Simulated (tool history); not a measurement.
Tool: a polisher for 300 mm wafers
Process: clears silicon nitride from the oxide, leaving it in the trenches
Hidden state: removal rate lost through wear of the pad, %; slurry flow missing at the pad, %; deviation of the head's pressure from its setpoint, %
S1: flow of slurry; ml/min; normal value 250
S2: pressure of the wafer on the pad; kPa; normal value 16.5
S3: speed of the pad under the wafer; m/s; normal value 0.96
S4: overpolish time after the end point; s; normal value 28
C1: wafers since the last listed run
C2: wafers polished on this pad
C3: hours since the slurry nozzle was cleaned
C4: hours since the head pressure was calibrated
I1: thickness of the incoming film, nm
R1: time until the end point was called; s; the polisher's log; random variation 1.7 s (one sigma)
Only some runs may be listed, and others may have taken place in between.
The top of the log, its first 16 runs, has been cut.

Run 17, hour 372.3: usual settings but S1 305 ml/min; C1 109; C2 301; C3 73.4; C4 171.3; I1 74.5. Result: R1 107.8 s.
Run 18, hour 394.6: usual settings but S1 330 ml/min, S4 13 s; C1 128; C2 429; C3 95.7; C4 193.6; I1 74.5. Result: R1 104.8 s.
Run 19, hour 411.8: usual settings but S3 1.04 m/s, S4 13 s; C1 98; C2 528; C3 112.9; C4 210.8; I1 74.6. Result: R1 102.2 s.
Run 20, hour 447.7: usual settings but S1 275 ml/min; C1 206; C2 735; C3 148.8; C4 246.7; I1 73.5. Result: R1 106.4 s.
Run 21, hour 465.5: usual settings but S1 320 ml/min; C1 102; C2 837; C3 166.6; C4 264.5; I1 74.8. Result: R1 109.1 s.
Run 22, hour 496.5: usual settings but S1 325 ml/min; C1 178; C2 1015; C3 197.6; C4 295.5; I1 76.2. Result: R1 112.6 s.
Run 23, hour 519.1: usual settings; C1 129; C2 1145; C3 220.2; C4 318.1; I1 74.2. Result: R1 112.9 s.
Run 24, hour 542.0: usual settings but S1 220 ml/min, S3 1.28 m/s; C1 131; C2 1277; C3 243.1; C4 341.0; I1 75.0. Result: R1 87.4 s.
At hour 568.8: worn pad replaced by a new one.
Run 25, hour 575.3: usual settings but S3 1.04 m/s, S4 13 s; C1 168; C2 37; C3 276.4; C4 374.3; I1 75.8. Result: R1 100.8 s.
Run 26, hour 593.3: usual settings but S3 1.18 m/s; C1 103; C2 141; C3 294.4; C4 392.3; I1 75.1. Result: R1 86.4 s.
Run 27, hour 606.3: usual settings but S1 320 ml/min, S2 11.0 kPa, S4 12 s; C1 74; C2 215; C3 307.4; C4 405.3; I1 73.8. Result: R1 158.4 s.
Run 28, hour 622.4: usual settings but S3 0.74 m/s; C1 92; C2 308; C3 323.5; C4 421.4; I1 75.6. Result: R1 144.6 s.
Run 29, hour 635.0: usual settings but S1 195 ml/min, S2 19.3 kPa, S3 1.20 m/s, S4 39 s; C1 72; C2 380; C3 336.1; C4 434.0; I1 75.1. Result: R1 75.3 s.
Run 30, hour 670.1: usual settings; C1 201; C2 582; C3 371.2; C4 469.1; I1 74.0. Result: R1 111.0 s.
Run 31, hour 705.0: usual settings but S1 275 ml/min; C1 200; C2 783; C3 406.1; C4 504.0; I1 73.7. Result: R1 110.2 s.
Run 32, hour 719.0: usual settings but S3 0.82 m/s, S4 19 s; C1 80; C2 863; C3 420.1; C4 518.0; I1 75.2. Result: R1 129.7 s.
Run 33, hour 740.2: usual settings but S4 13 s; C1 121; C2 985; C3 441.3; C4 539.2; I1 75.7. Result: R1 117.4 s.
Run 34, hour 762.4: usual settings but S1 300 ml/min, S2 13.8 kPa, S3 1.26 m/s, S4 37 s; C1 127; C2 1113; C3 463.5; C4 561.4; I1 75.9. Result: R1 102.0 s.
Run 35, hour 777.7: usual settings but S3 1.24 m/s; C1 87; C2 1201; C3 478.8; C4 576.7; I1 75.7. Result: R1 87.3 s.
At hour 794.6: worn pad replaced by a new one.
Run 36, hour 810.3: usual settings; C1 164; C2 90; C3 511.4; C4 609.3; I1 75.0. Result: R1 106.4 s.
Run 37, hour 842.3: usual settings but S3 0.62 m/s; C1 184; C2 274; C3 543.4; C4 641.3; I1 75.3. Result: R1 166.1 s.
At hour 844.8: slurry nozzle cleaned.
Run 38, hour 867.6: usual settings but S1 295 ml/min; C1 139; C2 414; C3 22.8; C4 666.6; I1 75.7. Result: R1 110.8 s.

Alternative continuations, all from the tool just after run 38; predict every row:
Run A, hour 868.1: usual settings but S2 17.9 kPa; C1 2; C2 417; C3 23.3; C4 667.1; I1 76.5. Result: R1 ?.
Run B, hour 868.1: usual settings but S1 295 ml/min, S3 1.08 m/s, S4 18 s; C1 2; C2 417; C3 23.3; C4 667.1; I1 76.5. Result: R1 ?.
Run C, hour 868.1: usual settings but S4 36 s; C1 2; C2 417; C3 23.3; C4 667.1; I1 76.5. Result: R1 ?.

run     R1
  A  106.0
  B  100.4
  C  114.8
With the hidden condition removed and each run's random variation left untouched, the same runs would have given:
run     R1
  A  102.8
  B   97.4
  C  111.3
